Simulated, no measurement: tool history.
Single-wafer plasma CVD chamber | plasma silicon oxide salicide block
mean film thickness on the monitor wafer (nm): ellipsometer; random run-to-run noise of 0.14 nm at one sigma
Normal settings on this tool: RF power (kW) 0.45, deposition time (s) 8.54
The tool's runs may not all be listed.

run   hour  RF power (kW)  deposition time (s)  read-back reference wafer on the same gauge, thickness_nm  mean film thickness on the monitor wafer (nm)
  1      0           0.45                 8.54                                                     84.307                                         75.162
  2   15.6           0.45                 8.54                                                     84.293                                         74.778
      17.3  -- gauge calibrated
  3   64.7           0.45                 8.54                                                     84.292                                         74.978
  4   81.6           0.45                 8.54                                                     84.317                                         74.894
  5   93.1           0.45                 8.54                                                     84.296                                         74.909
  6  102.5           0.45                 8.54                                                     84.311                                         75.086
  7  112.7           0.42                 9.62                                                     84.336                                         81.502
  8    158           0.42                 9.62                                                     84.351                                         81.742
  9  191.4           0.45                 8.54                                                     84.268                                         74.857
 10  203.7           0.45                 8.54                                                     84.321                                         74.953
 11  219.5            0.4                 9.31                                                     84.286                                         77.161
 12  237.2           0.45                 7.39                                                     84.376                                         64.655
     246.4  -- gauge calibrated
 13  247.5           0.45                 7.39                                                     84.321                                         64.912
 14  256.5           0.45                 8.54                                                     84.289                                         74.892
 15    263           0.45                 8.54                                                     84.343                                         75.043
 16    270           0.45                 8.54                                                     84.254                                         74.798
 17  276.4            0.5                 8.54                                                     84.343                                          78.73

What does the tool deliver on the next run?
 18  286.9           0.53                 7.45                                                          ?                                              ?

read-back reference wafer on the same gauge, thickness_nm: 84.263
mean film thickness on the monitor wafer (nm): 70.464
Without the tool's hidden state the same run would have given mean film thickness on the monitor wafer (nm) 73.473.
